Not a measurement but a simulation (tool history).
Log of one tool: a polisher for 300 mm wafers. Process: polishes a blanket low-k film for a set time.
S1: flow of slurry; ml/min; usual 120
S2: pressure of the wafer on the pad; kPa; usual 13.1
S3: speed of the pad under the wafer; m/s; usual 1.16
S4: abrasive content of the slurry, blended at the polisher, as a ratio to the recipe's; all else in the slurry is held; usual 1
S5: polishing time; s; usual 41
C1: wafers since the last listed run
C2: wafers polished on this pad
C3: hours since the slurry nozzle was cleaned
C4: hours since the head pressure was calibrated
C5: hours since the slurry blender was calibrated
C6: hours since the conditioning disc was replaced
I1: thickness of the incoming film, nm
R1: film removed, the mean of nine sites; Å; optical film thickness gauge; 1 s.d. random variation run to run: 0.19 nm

| run | hour | S1 | S2 | S3 | S4 | S5 | C1 | C2 | C3 | C4 | C5 | C6 | I1 | R1 |
|---|---|---|---|---|---|---|---|---|---|---|---|---|---|---|
| 1 | 0 | 120 | 13.1 | 1.16 | 1 | 41 | 0 | 1513 | 250.2 | 1076.5 | 173 | 104.8 | 690.9 | 145 |
|  | 6 | worn pad replaced by a new one |
| 2 | 28.6 | 120 | 13.1 | 1.16 | 1 | 41 | 429 | 394 | 278.8 | 1105.1 | 201.6 | 133.4 | 691 | 152 |
| 3 | 51.5 | 120 | 13.1 | 1.16 | 1 | 41 | 399 | 794 | 301.7 | 1128 | 224.5 | 156.3 | 695 | 147 |
| 4 | 68.4 | 120 | 13.1 | 1.16 | 1 | 41 | 295 | 1089 | 318.6 | 1144.9 | 241.4 | 173.2 | 688.7 | 145 |
| 5 | 92.6 | 120 | 13.1 | 1.16 | 1.15 | 41 | 422 | 1512 | 342.8 | 1169.1 | 265.6 | 197.4 | 700.1 | 146 |
|  | 116.2 | worn pad replaced by a new one |
| 6 | 120.2 | 120 | 13.1 | 1.16 | 1.15 | 41 | 412 | 69 | 370.4 | 1196.7 | 293.2 | 225 | 694 | 158 |
| 7 | 144.7 | 120 | 11 | 1.16 | 1 | 41 | 427 | 497 | 394.9 | 1221.2 | 317.7 | 249.5 | 696.1 | 132 |
| 8 | 159.6 | 120 | 11 | 1.16 | 1 | 41 | 260 | 757 | 409.8 | 1236.1 | 332.6 | 264.4 | 694.8 | 128 |
|  | 165.3 | conditioning disc replaced and pad reconditioned |
| 9 | 195.3 | 120 | 11 | 1.16 | 1 | 41 | 588 | 1345 | 445.5 | 1271.8 | 368.3 | 30 | 685.8 | 120 |
| 10 | 208.8 | 120 | 13.1 | 1.16 | 1 | 41 | 235 | 1581 | 459 | 1285.3 | 381.8 | 43.5 | 693 | 132 |
|  | 228.2 | worn pad replaced by a new one |
|  | 229.7 | slurry nozzle cleaned |
|  | 238.5 | slurry blender recalibrated |
| 11 | 243.6 | 120 | 13.1 | 1.34 | 1 | 41 | 485 | 217 | 13.9 | 1320.1 | 5.1 | 78.3 | 683.2 | 177 |
| 12 | 257.5 | 120 | 13.1 | 1.16 | 1 | 31 | 242 | 459 | 27.8 | 1334 | 19 | 92.2 | 688.4 | 121 |
| 13 | 285.4 | 120 | 15.2 | 1.48 | 0.9 | 28 | 487 | 946 | 55.7 | 1361.9 | 46.9 | 120.1 | 690.5 | 136 |
|  | 290.8 | head pressure recalibrated |
| 14 | 316 | 90 | 13.1 | 1.16 | 1 | 41 | 499 | 1446 | 86.3 | 25.2 | 77.5 | 150.7 | 687.6 | 133 |
|  | 323.9 | worn pad replaced by a new one |
| 15 | 348.5 | 150 | 13.1 | 1.16 | 1 | 41 | 497 | 429 | 118.8 | 57.7 | 110 | 183.2 | 684.6 | 165 |
| 16 | 363.8 | 120 | 13.1 | 1.16 | 1 | 49 | 267 | 696 | 134.1 | 73 | 125.3 | 198.5 | 694.7 | 187 |
| 17 | 385.4 | 120 | 13.1 | 1.16 | 1 | 41 | 377 | 1073 | 155.7 | 94.6 | 146.9 | 220.1 | 691.9 | 150 |
| 18 | 403.9 | 120 | 13.1 | 1.16 | 1 | 41 | 323 | 1396 | 174.2 | 113.1 | 165.4 | 238.6 | 693.2 | 147 |
|  | 412.1 | worn pad replaced by a new one |
| 19 | 417.3 | 120 | 15.2 | 1.16 | 1 | 47 | 164 | 91 | 187.6 | 126.5 | 178.8 | 252 | 683.4 | 202 |
| 20 | 429.4 | 130 | 13.1 | 1.02 | 1.1 | 28 | 211 | 302 | 199.7 | 138.6 | 190.9 | 264.1 | 683 | 102 |
| 21 | 448 | 110 | 16.5 | 1.48 | 1 | 41 | 324 | 627 | 218.3 | 157.2 | 209.5 | 282.7 | 700.1 | 218 |
| 22 | 473.2 | 85 | 11.7 | 1.34 | 1 | 41 | 440 | 1067 | 243.5 | 182.4 | 234.7 | 307.9 | 682.6 | 138 |
|  | 491.9 | conditioning disc replaced and pad reconditioned |
| 23 | 494.7 | 110 | 16.5 | 1.48 | 1 | 41 | 340 | 1407 | 265 | 203.9 | 256.2 | 2.8 | 688.4 | 203 |

Each row is a separate what-if for the run after 23, all from the same tool condition, not one after another. Results?
| A | 495.1 | 120 | 13.1 | 1.16 | 1 | 41 | 6 | 1414 | 265.4 | 204.3 | 256.6 | 3.2 | 684 | ? |
| B | 495.1 | 160 | 13.1 | 1.16 | 1 | 36 | 6 | 1414 | 265.4 | 204.3 | 256.6 | 3.2 | 684 | ? |
| C | 495.1 | 120 | 13.1 | 1.56 | 1.3 | 41 | 6 | 1414 | 265.4 | 204.3 | 256.6 | 3.2 | 684 | ? |

| run | R1 |
|---|---|
| A | 143 |
| B | 135 |
| C | 199 |
Had the tool no hidden state, the same runs would have come out as:
| run | R1 |
|---|---|
| A | 163 |
| B | 152 |
| C | 228 |
